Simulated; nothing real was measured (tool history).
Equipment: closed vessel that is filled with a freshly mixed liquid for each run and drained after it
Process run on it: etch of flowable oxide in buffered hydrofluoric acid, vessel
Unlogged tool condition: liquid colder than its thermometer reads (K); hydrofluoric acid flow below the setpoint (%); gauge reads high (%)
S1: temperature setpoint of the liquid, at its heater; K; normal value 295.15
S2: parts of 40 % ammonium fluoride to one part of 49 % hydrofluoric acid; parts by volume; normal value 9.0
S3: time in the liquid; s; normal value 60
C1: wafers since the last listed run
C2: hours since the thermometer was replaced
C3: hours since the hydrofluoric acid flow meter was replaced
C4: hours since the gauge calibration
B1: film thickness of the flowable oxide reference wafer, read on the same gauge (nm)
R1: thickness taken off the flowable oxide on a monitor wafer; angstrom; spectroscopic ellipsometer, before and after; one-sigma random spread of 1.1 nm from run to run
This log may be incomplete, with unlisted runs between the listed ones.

Run 1, hour 0.0: usual settings; C1 0; C2 644.1; C3 775.0; C4 655.1; B1 39.99. Result: R1 1790.7 angstrom.
Run 2, hour 34.2: usual settings; C1 2647; C2 678.3; C3 809.2; C4 689.3; B1 40.01. Result: R1 1783.2 angstrom.
Run 3, hour 100.1: usual settings but S3 75 s; C1 5102; C2 744.2; C3 875.1; C4 755.2; B1 40.00. Result: R1 2248.9 angstrom.
Run 4, hour 168.8: usual settings; C1 5319; C2 812.9; C3 943.8; C4 823.9; B1 40.01. Result: R1 1798.2 angstrom.
Run 5, hour 202.7: usual settings; C1 2624; C2 846.8; C3 977.7; C4 857.8; B1 40.01. Result: R1 1769.3 angstrom.
Run 6, hour 260.0: usual settings; C1 4436; C2 904.1; C3 1035.0; C4 915.1; B1 39.99. Result: R1 1783.9 angstrom.
Run 7, hour 327.8: usual settings but S1 292.15 K; C1 5249; C2 971.9; C3 1102.8; C4 982.9; B1 40.00. Result: R1 1507.3 angstrom.
Run 8, hour 371.8: usual settings but S1 292.15 K; C1 3406; C2 1015.9; C3 1146.8; C4 1026.9; B1 39.99. Result: R1 1496.0 angstrom.
Run 9, hour 409.6: usual settings; C1 2926; C2 1053.7; C3 1184.6; C4 1064.7; B1 40.00. Result: R1 1766.2 angstrom.
Run 10, hour 455.2: usual settings; C1 3530; C2 1099.3; C3 1230.2; C4 1110.3; B1 39.98. Result: R1 1755.2 angstrom.
At hour 496.5: thermometer replaced.
Run 11, hour 523.6: usual settings; C1 5218; C2 27.1; C3 1298.6; C4 1178.7; B1 40.01. Result: R1 1742.9 angstrom.
Run 12, hour 643.0: usual settings; C1 9244; C2 146.5; C3 1418.0; C4 1298.1; B1 40.01. Result: R1 1742.1 angstrom.
Run 13, hour 681.2: usual settings; C1 2957; C2 184.7; C3 1456.2; C4 1336.3; B1 40.00. Result: R1 1740.1 angstrom.
Run 14, hour 774.0: usual settings but S2 8.0 parts by volume; C1 7185; C2 277.5; C3 1549.0; C4 1429.1; B1 40.02. Result: R1 1864.2 angstrom.
Run 15, hour 804.3: usual settings; C1 2346; C2 307.8; C3 1579.3; C4 1459.4; B1 39.98. Result: R1 1736.0 angstrom.
At hour 821.6: hydrofluoric acid flow meter replaced.
Run 16, hour 848.8: usual settings but S1 291.65 K, S2 8.0 parts by volume, S3 50 s; C1 3368; C2 352.3; C3 27.2; C4 1503.9; B1 39.99. Result: R1 1448.7 angstrom.
Run 17, hour 893.8: usual settings but S1 291.15 K, S3 30 s; C1 3484; C2 397.3; C3 72.2; C4 1548.9; B1 40.00. Result: R1 742.3 angstrom.
At hour 928.7: gauge calibrated.
Run 18, hour 939.8: usual settings but S2 7.5 parts by volume, S3 45 s; C1 3561; C2 443.3; C3 118.2; C4 11.1; B1 40.00. Result: R1 1701.5 angstrom.
Run 19, hour 1005.2: usual settings but S1 292.65 K, S2 8.0 parts by volume, S3 40 s; C1 5063; C2 508.7; C3 183.6; C4 76.5; B1 40.02. Result: R1 1198.1 angstrom.
Run 20, hour 1036.4: usual settings but S1 290.65 K, S3 50 s; C1 2415; C2 539.9; C3 214.8; C4 107.7; B1 40.00. Result: R1 1202.2 angstrom.
Run 21, hour 1072.5: usual settings; C1 2795; C2 576.0; C3 250.9; C4 143.8; B1 40.01. Result: R1 1855.7 angstrom.
Run 22, hour 1117.2: usual settings but S2 10.0 parts by volume, S3 30 s; C1 3460; C2 620.7; C3 295.6; C4 188.5; B1 40.00. Result: R1 853.9 angstrom.
Run 23, hour 1160.3: usual settings but S1 291.65 K, S2 6.0 parts by volume, S3 85 s; C1 3337; C2 663.8; C3 338.7; C4 231.6; B1 40.00. Result: R1 3213.1 angstrom.
Run 24, hour 1223.6: usual settings but S1 298.15 K; C1 4901; C2 727.1; C3 402.0; C4 294.9; B1 39.99. Result: R1 2170.5 angstrom.
Run 25, hour 1268.2: usual settings but S1 291.65 K, S3 35 s; C1 3453; C2 771.7; C3 446.6; C4 339.5; B1 39.98. Result: R1 878.8 angstrom.
Run 26, hour 1338.5: usual settings; C1 5443; C2 842.0; C3 516.9; C4 409.8; B1 39.97. Result: R1 1832.3 angstrom.
Run 27, hour 1365.8: usual settings but S1 291.15 K, S3 30 s; C1 2113; C2 869.3; C3 544.2; C4 437.1; B1 40.01. Result: R1 733.2 angstrom.
Run 28, hour 1423.8: usual settings but S1 298.65 K; C1 4490; C2 927.3; C3 602.2; C4 495.1; B1 39.98. Result: R1 2203.2 angstrom.

Results per run with the tool's hidden condition removed, run-to-run variation unchanged:
run      R1
  1  1876.2
  2  1871.0
  3  2366.3
  4  1897.5
  5  1869.7
  6  1889.6
  7  1601.4
  8  1592.5
  9  1883.0
 10  1875.0
 11  1870.1
 12  1884.4
 13  1887.1
 14  2130.7
 15  1898.5
 16  1474.8
 17   751.4
 18  1742.7
 19  1232.8
 20  1223.9
 21  1891.8
 22   882.1
 23  3315.4
 24  2226.0
 25   903.0
 26  1888.1
 27   756.4
 28  2278.1
